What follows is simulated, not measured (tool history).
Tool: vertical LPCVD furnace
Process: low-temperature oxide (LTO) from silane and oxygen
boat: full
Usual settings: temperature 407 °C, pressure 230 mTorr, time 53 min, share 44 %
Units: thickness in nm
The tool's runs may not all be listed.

run,hour,temperature,pressure,time,share,"read-back reference wafer on the same gauge, thickness",thickness
1,0,407,230,53,44,498.16,540.68
2,62.3,407,230,53,44,499.14,545.62
3,126.4,407,230,53,44,498.39,543.34
4,230.7,407,230,53,44,499.37,538.15
5,281,407,230,53,44,499.02,540.01
6,344.5,407,230,53,44,499.02,542.16
7,446.1,407,230,53,44,499.39,541.88
8,547.6,407,230,53,44,498.86,539.07
9,599.2,407,230,53,44,499.31,540.44
10,671.7,407,230,53,44,499.3,537.14
# hour 741.4: silane flow controller replaced
11,741.9,407,200,53,44,498.42,465.83
12,815.1,407,200,53,44,499.56,466.06
# hour 879.1: pressure gauge zeroed
13,911.9,402,175,53,50,498.69,455.06
14,976.4,407,230,53,36,499.51,445.26
15,1038.8,418,195,35.5,48,499.36,384.84
16,1117.6,418,190,53,40,498.68,466.88
# hour 1142.6: gauge calibrated
# hour 1145: thermocouples replaced and temperature profile calibrated
17,1409.8,407,230,53,44,499.05,559.31
18,1507.1,407,230,53,44,498.83,559.3
19,1555.3,402,230,47,36,499.46,371.3
20,1613.2,400,230,53,44,498.28,516.41
21,1672,407,280,53,44,498.42,677.79
22,1759.1,407,230,53,44,499.34,557.49
23,1924.4,407,245,53,44,498.41,593.97
24,2194.3,407,230,53,44,498.82,555.15
25,2258.7,404,230,53,44,498.27,536.92
26,2328.7,407,230,53,44,498.89,557.29
27,2423.1,407,230,53,41,498.7,513.93
28,2491.3,396,270,59.5,44,499.03,654.65
29,2549.2,407,185,53,44,498.86,440.77
30,2625.2,401,230,53,44,498.97,518.41
31,2704.6,403,265,61,50,498.77,795.31

Some steps in thickness between neighbouring runs. How much of each would the tool show without its hidden state too (settings, what came in, random variation), and how much is left for the hidden state, with any gauge scatter that isn't in both results?
The hidden state here: true tube temperature minus thermocouple reading, K; true pressure minus gauge reading, mTorr; deviation of the silane flow from its setpoint, %; gauge reads high (%).
Run 12 -> 13: temperature 407 -> 402, pressure 200 -> 175, share 44 -> 50, pressure gauge zeroed. thickness -11 nm: hidden state +23.25, all else -34.25.
Run 18 -> 19: temperature 407 -> 402, time 53 -> 47, share 44 -> 36. thickness -188 nm: hidden state +2.14, all else -190.14.
Run 19 -> 20: temperature 402 -> 400, time 47 -> 53, share 36 -> 44. thickness +145.11 nm: hidden state -2.15, all else +147.26.
Run 28 -> 29: temperature 396 -> 407, pressure 270 -> 185, time 59.5 -> 53. thickness -213.88 nm: hidden state -0.21, all else -213.67.
Run 30 -> 31: temperature 401 -> 403, pressure 230 -> 265, time 53 -> 61, share 44 -> 50. thickness +276.9 nm: hidden state -4.48, all else +281.38.
